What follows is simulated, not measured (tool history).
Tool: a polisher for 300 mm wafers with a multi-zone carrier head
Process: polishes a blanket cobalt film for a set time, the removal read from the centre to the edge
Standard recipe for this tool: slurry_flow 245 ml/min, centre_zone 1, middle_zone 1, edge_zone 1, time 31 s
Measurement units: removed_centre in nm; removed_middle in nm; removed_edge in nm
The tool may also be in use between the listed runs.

run,hour,slurry_flow,centre_zone,middle_zone,edge_zone,time,"incoming thickness of the incoming film, nm",removed_centre,removed_middle,removed_edge
1,0,245,1,1,1,31,1579.7,123.2,124.8,121.6
2,35.6,245,1,1,1,31,1609.5,126,122.5,121.1
3,101.1,245,1,1,1,31,1583.8,124,122,121.6
4,172.1,245,1,1,0.94,31,1584.6,121,126.5,116.4
5,207.2,245,1,1,0.94,31,1588,124.3,125.2,117.6
# hour 254.9: worn pad replaced by a new one
6,273.8,245,1,1,1,31,1588.1,123.8,124,121.8
7,308.6,245,1,1,1,31,1613.9,123.8,124.3,123.5
8,340.7,245,1,1,1,31,1585.6,123.6,125.3,119
# hour 367.9: centre zone pressure recalibrated
9,465.5,245,1,1,1,31,1576.7,121.5,123.3,123.4
# hour 480.9: worn pad replaced by a new one
10,492,245,1,1,1,31,1571.3,123.8,125.6,125.1
# hour 524.5: slurry nozzle cleaned
11,526.2,190,1,0.9,1,34,1610.1,130.9,122,130.8
12,571.9,245,0.91,1,1,31,1593.5,111.9,122.6,122.1
13,620.7,245,1.1,1,1,31,1581.3,133.4,123.2,122.2
14,663.4,245,1,1,1,31,1585.5,122.6,123.5,118.4
# hour 701.5: edge zone pressure recalibrated
# hour 733.8: worn pad replaced by a new one
15,734.3,210,1,1,1,31,1580.1,121.5,121.1,119.3
16,800,180,1.08,1,1.05,31,1581.7,129.1,119.5,117
# hour 849.3: carrier head's membrane replaced by a new one
17,989.5,245,0.95,1,1,31,1580.5,116.4,124.9,121.4
# hour 1013.8: worn pad replaced by a new one
18,1029,245,1,1,1,31,1570.8,121.2,123.6,121.8
19,1097.6,160,0.97,1.08,1,22,1581.6,81.3,89.2,82.4
20,1143.1,195,1,1,1,39,1577.6,152.8,152.6,145.8
21,1179,245,0.88,1.08,1,40,1556.4,139.8,171.5,156.2

Below are 5 alternative next runs, each starting from the tool's condition after run 21. Predict each:
A,1179.4,245,1.07,1,1,31,1595,?,?,?
B,1179.4,220,1,1,1,25,1595,?,?,?
C,1179.4,220,1,1,1,31,1595,?,?,?
D,1179.4,205,1,1,1,31,1595,?,?,?
E,1179.4,195,1,1,1.05,37,1595,?,?,?

run,removed_centre,removed_middle,removed_edge
A,130.5,123.2,121.5
B,97.3,98.2,97.1
C,120.7,121.8,120.4
D,119.6,120.8,119.7
E,141.7,143.3,145.6
Without the tool's unlogged condition, the same runs would have read:
run,removed_centre,removed_middle,removed_edge
A,130.5,123.2,121.5
B,97.3,98.2,97.1
C,120.7,121.8,120.4
D,119.6,120.8,119.7
E,141.7,143.3,145.6
